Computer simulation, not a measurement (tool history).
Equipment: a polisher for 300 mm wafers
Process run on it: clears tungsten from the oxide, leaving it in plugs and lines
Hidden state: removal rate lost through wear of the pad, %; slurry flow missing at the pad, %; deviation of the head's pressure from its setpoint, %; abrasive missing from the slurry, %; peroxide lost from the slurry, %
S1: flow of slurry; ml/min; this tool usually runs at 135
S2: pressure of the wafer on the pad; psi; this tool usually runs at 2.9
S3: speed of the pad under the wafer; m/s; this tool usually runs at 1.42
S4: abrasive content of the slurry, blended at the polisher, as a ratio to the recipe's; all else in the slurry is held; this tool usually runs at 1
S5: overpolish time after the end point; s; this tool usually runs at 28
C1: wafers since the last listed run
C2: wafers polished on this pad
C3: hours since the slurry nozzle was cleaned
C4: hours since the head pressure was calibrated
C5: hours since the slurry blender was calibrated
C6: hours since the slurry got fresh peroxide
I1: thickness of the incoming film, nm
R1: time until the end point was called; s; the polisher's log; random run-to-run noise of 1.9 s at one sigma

run     day   S1   S2    S3    S4  S5   C1    C2     C3     C4     C5     C6     I1     R1
  1       0  135  2.5  1.42     1  28    0   596     49   97.7   89.1   46.3    581  136.2
  2   0.421  135  2.9  1.42     1  28   96   693   59.1  107.8   99.2   56.4  584.3    117
  3   0.967  135  2.9  1.42     1  45  125   818   72.2  120.9  112.3   69.5  581.3  119.9
  4   1.333  105  3.6  1.42     1  28   84   902     81  129.7  121.1   78.3  576.2  103.2
  5   1.838  135  3.8  1.42  1.15  28  115  1017   93.1  141.8  133.2   90.4  590.7   89.5
      2.008  -- worn pad replaced by a new one
  6   2.092  135  2.9  1.42     1  41   20    19   99.2  147.9  139.3   96.5  579.1  118.8
  7   2.546  135  2.9  1.56   1.3  28  104   123  110.1  158.8  150.2  107.4  578.5  101.4
  8   2.929  135  2.9  1.42     1  28   87   211  119.3    168  159.4  116.6  580.2  119.4
  9   3.188  135  2.9  1.42   1.2  28   59   270  125.5  174.2  165.6  122.8  588.8  116.6
      3.567  -- slurry blender recalibrated
 10   3.875  135    2  1.78     1  28  138   408    142  190.7    7.4  139.3  587.8  142.4
 11   4.612   95  2.9  1.62     1  13  168   577  159.7  208.4   25.1    157  579.1  110.5
      5.246  -- slurry tank refilled with fresh slurry and peroxide
 12   5.312  135  2.9  1.56   1.3  28  150   728  176.5  225.2   41.9    1.6  578.5  106.4
 13   5.817   95  2.9  1.88     1  28  115   844  188.6  237.3     54   13.7  577.9  100.4
 14   6.362  135  2.2  1.22     1  12  125   969  201.7  250.4   67.1   26.8  575.4  188.8
 15   6.638  135  2.9  1.42     1  28   63  1032  208.3    257   73.7   33.4  568.6  121.4
       7.25  -- worn pad replaced by a new one
 16    7.35  135  2.9  1.16     1  28  125    22  225.4  274.1   90.8   50.5  577.7  147.6
 17   7.671  170  2.9  1.42  0.75  28   73    96  233.1  281.8   98.5   58.2    588  125.1
 18   7.988  135  2.9  1.42  0.75  28   72   168  240.7  289.4  106.1   65.8  579.7  128.1
 19   8.654  135  2.9     1  0.85  28  152   321  256.7  305.4  122.1   81.8  579.2  171.8
 20  10.379  135  2.9  1.28   1.3  28  395   716  298.1  346.8  163.5  123.2  579.4  130.2
      10.55  -- slurry blender recalibrated
 21  10.888  135  3.8  0.98     1  28   97   813  310.3    359    8.1  135.4  579.9  138.1

Run 22 comes next. What will it give?
 22  11.275  90  2.9  1.42   1  28  88  902  319.6  368.3  17.4  144.7  581   ?

Run 22 produced R1 134 s.
Take away the tool's hidden state, keep the run-to-run variation as it was, and the same run would have given R1 125.7 s.

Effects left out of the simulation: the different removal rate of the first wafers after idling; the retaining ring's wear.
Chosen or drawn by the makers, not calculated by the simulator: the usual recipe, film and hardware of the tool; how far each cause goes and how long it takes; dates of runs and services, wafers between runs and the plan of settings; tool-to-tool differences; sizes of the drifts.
